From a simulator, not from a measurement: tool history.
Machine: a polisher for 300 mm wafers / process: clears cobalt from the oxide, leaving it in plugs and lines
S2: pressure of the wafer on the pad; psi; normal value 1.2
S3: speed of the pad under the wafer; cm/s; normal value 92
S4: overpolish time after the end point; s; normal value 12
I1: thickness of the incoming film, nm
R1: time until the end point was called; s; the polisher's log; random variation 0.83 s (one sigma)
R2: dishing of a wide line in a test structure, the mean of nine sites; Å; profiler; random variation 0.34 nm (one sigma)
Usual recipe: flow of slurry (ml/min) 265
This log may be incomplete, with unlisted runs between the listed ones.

run 1 hour=0 | flow_of_slurry_(ml/min)=265 S2=1.1 S3=92 S4=17 | I1=271.7 | R1=132.8 R2=266
run 2 hour=11.5 | flow_of_slurry_(ml/min)=265 S2=1.1 S3=92 S4=17 | I1=273.3 | R1=139.4 R2=270
run 3 hour=65.4 | flow_of_slurry_(ml/min)=265 S2=1.1 S3=92 S4=17 | I1=272.5 | R1=144.5 R2=259
run 4 hour=75.7 | flow_of_slurry_(ml/min)=265 S2=1 S3=92 S4=12 | I1=267.8 | R1=154.9 R2=188
-- hour=85.2 slurry nozzle cleaned
-- hour=88.9 worn pad replaced by a new one
run 5 hour=91 | flow_of_slurry_(ml/min)=265 S2=1 S3=92 S4=12 | I1=273.5 | R1=139.5 R2=207
-- hour=102.3 head pressure recalibrated
run 6 hour=103.2 | flow_of_slurry_(ml/min)=265 S2=1 S3=92 S4=12 | I1=269.4 | R1=141.8 R2=201
run 7 hour=117.1 | flow_of_slurry_(ml/min)=265 S2=1.2 S3=92 S4=12 | I1=269.9 | R1=122.8 R2=222
run 8 hour=125.8 | flow_of_slurry_(ml/min)=265 S2=1.2 S3=92 S4=12 | I1=268.3 | R1=124.5 R2=222
run 9 hour=135.7 | flow_of_slurry_(ml/min)=265 S2=1.2 S3=72 S4=16 | I1=266.2 | R1=151.6 R2=237
run 10 hour=153.6 | flow_of_slurry_(ml/min)=265 S2=1 S3=92 S4=12 | I1=268.5 | R1=147.6 R2=199

Run 11 is up next; what results do you expect?
-- hour=172.3 worn pad replaced by a new one
run 11 hour=172.8 | flow_of_slurry_(ml/min)=210 S2=1.2 S3=74 S4=8 | I1=273.1 | R1=? R2=?

R1: 148.9 s
R2: 136 Å
With the hidden condition absent and the run-to-run variation left alone, this run would have shown R1 145.1 s, R2 139 Å.

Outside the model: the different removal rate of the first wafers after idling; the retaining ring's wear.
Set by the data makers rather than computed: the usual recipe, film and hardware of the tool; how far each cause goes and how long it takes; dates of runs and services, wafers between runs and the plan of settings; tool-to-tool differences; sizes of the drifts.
